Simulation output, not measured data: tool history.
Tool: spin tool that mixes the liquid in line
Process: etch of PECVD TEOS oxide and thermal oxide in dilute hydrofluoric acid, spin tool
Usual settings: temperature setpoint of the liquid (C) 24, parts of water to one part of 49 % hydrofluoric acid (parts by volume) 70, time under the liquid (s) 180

| run | day | temperature setpoint of the liquid (C) | parts of water to one part of 49 % hydrofluoric acid (parts by volume) | time under the liquid (s) | read-back film thickness of the PECVD TEOS oxide reference wafer, read on the same gauge (nm) | read-back film thickness of the thermal oxide reference wafer, read on the same gauge (nm) | thickness taken off the PECVD TEOS oxide on a monitor wafer (Å) | thickness taken off the thermal oxide on a monitor wafer (Å) |
|---|---|---|---|---|---|---|---|---|
| 1 | 0 | 24 | 70 | 180 | 140 | 30.01 | 315.3 | 139.6 |
| 2 | 1.438 | 24 | 70 | 180 | 139.99 | 29.99 | 317.7 | 140.9 |
| 3 | 4.246 | 24 | 70 | 180 | 140.02 | 29.99 | 321.2 | 143.5 |
| 4 | 6.983 | 24 | 85 | 100 | 140 | 30 | 145.9 | 64.7 |
| 5 | 8.075 | 24 | 85 | 100 | 140 | 30.01 | 145.9 | 65.2 |
|  | 9.542 | thermometer replaced |
| 6 | 10.862 | 25 | 90 | 180 | 140.02 | 30.01 | 235.4 | 105.5 |
| 7 | 13.412 | 25 | 90 | 180 | 140.03 | 30.02 | 239.8 | 106.7 |
| 8 | 15.071 | 24 | 70 | 180 | 140.01 | 29.97 | 310.6 | 137.4 |
|  | 16.417 | hydrofluoric acid flow meter replaced |
| 9 | 17.183 | 24 | 70 | 180 | 140.02 | 30 | 306.4 | 137.4 |
| 10 | 18.704 | 24 | 70 | 180 | 140.01 | 30.01 | 310.1 | 138.7 |
|  | 19.925 | gauge calibrated |
| 11 | 21.225 | 20.5 | 70 | 180 | 140.02 | 29.99 | 268.5 | 121.3 |
| 12 | 22.825 | 24 | 50 | 180 | 139.97 | 30 | 450 | 204.8 |
| 13 | 25.492 | 24 | 70 | 180 | 139.96 | 30.02 | 316.6 | 141.7 |
| 14 | 27.367 | 24 | 70 | 180 | 140.01 | 30 | 326.5 | 143.5 |
| 15 | 28.542 | 24 | 70 | 180 | 140 | 29.98 | 323.2 | 144.9 |
|  | 29.504 | thermometer replaced |
| 16 | 29.7 | 21.5 | 55 | 135 | 140 | 30 | 259.5 | 115.4 |
| 17 | 30.975 | 22 | 80 | 225 | 140.01 | 29.99 | 299.8 | 132.3 |
| 18 | 33.308 | 24 | 35 | 180 | 140.01 | 30 | 627 | 280.1 |
| 19 | 37.783 | 24 | 70 | 180 | 140 | 30 | 309.5 | 137.2 |
| 20 | 39.462 | 20 | 100 | 240 | 140.01 | 30 | 237.8 | 104.6 |
| 21 | 41.238 | 24 | 50 | 130 | 139.97 | 30.01 | 319.1 | 143.6 |
| 22 | 42.4 | 24 | 100 | 180 | 140 | 29.98 | 211 | 93.2 |
| 23 | 43.454 | 24 | 100 | 95 | 140.03 | 30.02 | 110.8 | 49.2 |
| 24 | 45.638 | 24 | 70 | 180 | 139.98 | 29.98 | 315.5 | 139.8 |

Forecast each of these 4 alternatives for the next run:
| A | 45.658 | 24 | 85 | 180 | ? | ? | ? | ? |
| B | 45.658 | 28 | 55 | 180 | ? | ? | ? | ? |
| C | 45.658 | 20 | 70 | 180 | ? | ? | ? | ? |
| D | 45.658 | 25.5 | 100 | 240 | ? | ? | ? | ? |

| run | read-back film thickness of the PECVD TEOS oxide reference wafer, read on the same gauge (nm) | read-back film thickness of the thermal oxide reference wafer, read on the same gauge (nm) | thickness taken off the PECVD TEOS oxide on a monitor wafer (Å) | thickness taken off the thermal oxide on a monitor wafer (Å) |
|---|---|---|---|---|
| A | 140.02 | 30.02 | 261.2 | 112.6 |
| B | 140.02 | 30.02 | 492.7 | 212.4 |
| C | 140.02 | 30.02 | 274.9 | 118.5 |
| D | 140.02 | 30.02 | 307.7 | 132.7 |
Without the tool's hidden state the same runs would have given:
| run | thickness taken off the PECVD TEOS oxide on a monitor wafer (Å) | thickness taken off the thermal oxide on a monitor wafer (Å) |
|---|---|---|
| A | 245.1 | 105.7 |
| B | 462.6 | 199.4 |
| C | 257.2 | 110.9 |
| D | 289.2 | 124.7 |

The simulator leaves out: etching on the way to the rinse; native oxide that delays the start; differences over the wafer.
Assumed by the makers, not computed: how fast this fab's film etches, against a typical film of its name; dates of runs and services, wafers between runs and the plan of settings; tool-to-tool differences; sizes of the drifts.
